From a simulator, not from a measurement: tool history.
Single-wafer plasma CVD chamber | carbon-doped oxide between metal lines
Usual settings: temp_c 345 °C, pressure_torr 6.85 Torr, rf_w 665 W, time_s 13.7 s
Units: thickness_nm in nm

run	hour	temp_c	pressure_torr	rf_w	time_s	wafers since the last listed run	hours since the last thermocouple change	hours since the last RF generator calibration	hours since the last manometer calibration	hours since the showerhead was replaced	hours since the gauge calibration	read-back reference wafer on the same gauge, thickness_nm	thickness_nm
1	0	345	6.85	745	13.7	0	2256	2028.1	1676.3	3693.7	154.2	81.307	83.984
2	29.2	345	6.85	745	13.7	952	2285.2	2057.3	1705.5	3722.9	183.4	81.287	84.096
3	49.4	345	6.85	665	13.7	659	2305.4	2077.5	1725.7	3743.1	203.6	81.274	78.039
4	75.1	345	6.85	665	13.7	838	2331.1	2103.2	1751.4	3768.8	229.3	81.268	78.244
5	107.6	345	6.85	665	15.3	1060	2363.6	2135.7	1783.9	3801.3	261.8	81.303	87.062
# hour 109.4: gauge calibrated
# hour 148.9: RF generator calibrated
# hour 154: thermocouple changed; heater temperature recalibrated
6	154.5	345	6.85	665	15.3	1100	0.5	5.6	1830.8	3848.2	45.1	81.32	92.302
7	170.3	345	6.85	665	15.3	515	16.3	21.4	1846.6	3864	60.9	81.26	92.308
8	195.6	345	6.85	625	13.7	825	41.6	46.7	1871.9	3889.3	86.2	81.306	79.399
# hour 211.2: showerhead replaced
9	226.9	345	6.85	665	13.7	760	72.9	78	1903.2	15.7	117.5	81.303	82.566
10	271	350	6.85	665	11.7	1439	117	122.1	1947.3	59.8	161.6	81.268	69.232
# hour 280: capacitance manometer re-zeroed and calibrated
11	287	345	6.85	665	13.7	261	133	138.1	7	75.8	177.6	81.321	82.431
12	307.3	353	7.99	620	16.4	662	153.3	158.4	27.3	96.1	197.9	81.336	91.902
# hour 323.8: gauge calibrated
13	338.6	345	6.85	665	13.7	1021	184.6	189.7	58.6	127.4	14.8	81.329	82.33
14	359.7	345	5.67	665	13.7	688	205.7	210.8	79.7	148.5	35.9	81.297	81.081

Forecast each of these 3 alternatives for the next run:
A	360.1	345	6.85	665	13.7	13	206.1	211.2	80.1	148.9	36.3	?	?
B	360.1	358	8.05	785	12.3	13	206.1	211.2	80.1	148.9	36.3	?	?
C	360.1	334	7.67	665	13.7	13	206.1	211.2	80.1	148.9	36.3	?	?

run	read-back reference wafer on the same gauge, thickness_nm	thickness_nm
A	81.336	82.18
B	81.336	79.634
C	81.336	86.017
Without the tool's hidden state the same runs would have given:
run	thickness_nm
A	83.161
B	80.584
C	87.043
